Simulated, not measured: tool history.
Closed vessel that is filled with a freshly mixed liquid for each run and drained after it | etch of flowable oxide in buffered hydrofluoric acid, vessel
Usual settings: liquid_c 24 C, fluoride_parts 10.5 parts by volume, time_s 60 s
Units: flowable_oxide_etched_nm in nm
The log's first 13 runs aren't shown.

run     day  liquid_c  fluoride_parts  time_s  wafers since the last listed run  hours since the thermometer was replaced  hours since the hydrofluoric acid flow meter was replaced  hours since the gauge calibration  read-back film thickness of the flowable oxide reference wafer, read on the same gauge (nm)  flowable_oxide_etched_nm
 14    37.2        24            10.5      35                              4035                                     142.4                                                     1768.9                              123.1                                                                                           90                    139.62
 15  39.604        24            10.5      60                              4099                                     200.1                                                     1826.6                              180.8                                                                                           90                    240.21
 16  42.508        24            10.5      60                              4952                                     269.8                                                     1896.3                              250.5                                                                                           90                    239.11
 17  44.346        24            10.5      60                              3133                                     313.9                                                     1940.4                              294.6                                                                                        90.01                    237.99
 18  46.362        28            10.5      85                              3438                                     362.3                                                     1988.8                                343                                                                                        90.01                    419.78
 19    48.6        27              14      60                              3815                                       416                                                     2042.5                              396.7                                                                                        90.01                    210.87
 20  49.708        24            10.5      60                              1889                                     442.6                                                     2069.1                              423.3                                                                                        89.98                    237.92
 21  51.954      19.5              13      60                              3829                                     496.5                                                       2123                              477.2                                                                                        89.99                    150.79
 22  53.608        26            10.5      40                              2820                                     536.2                                                     2162.7                              516.9                                                                                        90.01                    176.82
     53.946  -- hydrofluoric acid flow meter replaced
 23    56.4        28              12      35                              4689                                     603.2                                                       58.9                              583.9                                                                                           90                     141.4
 24  59.375      21.5            10.5      85                              5073                                     674.6                                                      130.3                              655.3                                                                                        89.99                    274.65
     66.738  -- hydrofluoric acid flow meter replaced, repeated, since the last time left the tool worse
 25  67.767        22             7.5      90                             14238                                       876                                                       24.7                              856.7                                                                                        89.98                    457.81
 26  70.296        21             6.5      60                              4312                                     936.7                                                       85.4                              917.4                                                                                           90                    328.46
 27  72.958        24            12.5      60                              4540                                    1000.6                                                      149.3                              981.3                                                                                        90.01                    209.18
     74.538  -- thermometer replaced
 28  74.954        20               9      70                              3332                                        10                                                      197.2                             1029.2                                                                                           90                    261.86
 29  76.154        29              12      60                              2046                                      38.8                                                        226                               1058                                                                                        90.02                    285.14
 30  77.575      20.5            10.5      30                              2422                                      72.9                                                      260.1                             1092.1                                                                                        89.97                    102.12
 31  79.275        27              14      45                              2898                                     113.7                                                      300.9                             1132.9                                                                                        90.01                    164.54
 32  81.654        24             9.5      60                              4057                                     170.8                                                        358                               1190                                                                                        89.98                    270.53
 33  82.738        24            10.5      60                              1847                                     196.8                                                        384                               1216                                                                                           90                    246.56

Forecast each of these 3 alternatives for the next run:
  A  82.767        24            10.5      60                                49                                     197.5                                                      384.7                             1216.7                                                                                            ?                         ?
  B  82.767      20.5              12      60                                49                                     197.5                                                      384.7                             1216.7                                                                                            ?                         ?
  C  82.767        24               7      60                                49                                     197.5                                                      384.7                             1216.7                                                                                            ?                         ?

run  read-back film thickness of the flowable oxide reference wafer, read on the same gauge (nm)  flowable_oxide_etched_nm
  A                                                                                        89.98                    245.69
  B                                                                                        89.98                    177.78
  C                                                                                        89.98                    360.55
Without the tool's hidden state the same runs would have given:
run  flowable_oxide_etched_nm
  A                    250.79
  B                    181.49
  C                    368.83

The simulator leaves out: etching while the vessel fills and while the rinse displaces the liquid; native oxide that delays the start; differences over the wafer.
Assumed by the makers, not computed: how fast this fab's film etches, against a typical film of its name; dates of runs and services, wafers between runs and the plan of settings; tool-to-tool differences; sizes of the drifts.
